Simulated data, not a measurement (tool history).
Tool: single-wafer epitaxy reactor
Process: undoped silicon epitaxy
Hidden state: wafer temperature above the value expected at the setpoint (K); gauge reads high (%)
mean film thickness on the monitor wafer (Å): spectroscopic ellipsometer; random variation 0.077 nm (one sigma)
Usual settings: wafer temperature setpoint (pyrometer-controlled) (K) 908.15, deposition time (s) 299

run,day,wafer temperature setpoint (pyrometer-controlled) (K),deposition time (s),wafers since the last listed run,hours since the last pyrometer calibration,hours since the gauge calibration,"read-back reference wafer on the same gauge, thickness_nm",mean film thickness on the monitor wafer (Å)
1,0,898.15,299,0,2443.4,84.6,38.198,225.7
2,0.35,898.15,299,66,2451.8,93,38.202,226.5
3,0.85,908.15,299,94,2463.8,105,38.215,295.39
4,1.162,908.15,299,59,2471.3,112.5,38.215,292.73
5,1.5,908.15,299,63,2479.4,120.6,38.197,293.34
6,1.783,902.15,299,53,2486.2,127.4,38.202,250.54
7,2.521,902.15,299,139,2503.9,145.1,38.211,249.21
8,3.258,902.15,299,139,2521.6,162.8,38.185,248.74
9,3.983,908.15,299,137,2539,180.2,38.19,290.55
10,4.542,908.15,299,105,2552.4,193.6,38.198,289.78
11,4.808,908.15,312,50,2558.8,200,38.202,303.15
12,5.146,901.15,299,63,2566.9,208.1,38.214,241.01
13,5.6,908.15,299,86,2577.8,219,38.205,289.07
14,5.967,908.15,299,69,2586.6,227.8,38.185,289.04
15,6.483,911.15,265,97,2599,240.2,38.196,275.9
# day 7.183: pyrometer calibrated
16,7.204,911.15,265,73,0.5,257.5,38.206,341.06
17,7.417,911.15,265,40,5.6,262.6,38.198,340.94
18,7.996,908.15,299,109,19.5,276.5,38.197,357.2
19,8.283,908.15,299,54,26.4,283.4,38.223,356.83
# day 8.762: gauge calibrated
20,9.492,922.15,271,228,55.4,17.5,38.189,459.62
21,9.883,918.15,299,74,64.8,26.9,38.21,460.97
22,10.417,913.15,357,101,77.6,39.7,38.185,483.78
23,10.738,914.15,246,60,85.3,47.4,38.201,343.55
24,11.167,908.15,263,81,95.6,57.7,38.2,314.85
25,11.704,896.15,330,101,108.5,70.6,38.195,288.76
26,12.096,908.15,299,74,117.9,80,38.195,356.78
27,12.383,904.15,299,54,124.8,86.9,38.194,322.23
28,12.65,903.15,243,50,131.2,93.3,38.204,254.7
29,13.196,908.15,240,103,144.3,106.4,38.205,286.3
30,13.521,918.15,299,61,152.1,114.2,38.194,459.43
31,14.238,903.15,279,135,169.3,131.4,38.211,292.4
32,14.717,898.15,315,90,180.8,142.9,38.205,288.72
33,15.404,904.15,299,130,197.3,159.4,38.19,321.2
34,15.783,918.15,330,71,206.4,168.5,38.197,507.09

4 ways to go on from here, each from the tool as it stands after run 34. What would each give?
A,15.804,917.15,299,3,206.9,169,?,?
B,15.804,915.15,272,3,206.9,169,?,?
C,15.804,902.15,271,3,206.9,169,?,?
D,15.804,908.15,347,3,206.9,169,?,?

run,"read-back reference wafer on the same gauge, thickness_nm",mean film thickness on the monitor wafer (Å)
A,38.214,446.06
B,38.214,385.9
C,38.214,275.67
D,38.214,412.12
Without the tool's hidden state the same runs would have given:
run,mean film thickness on the monitor wafer (Å)
A,438.52
B,379.34
C,270.83
D,404.99
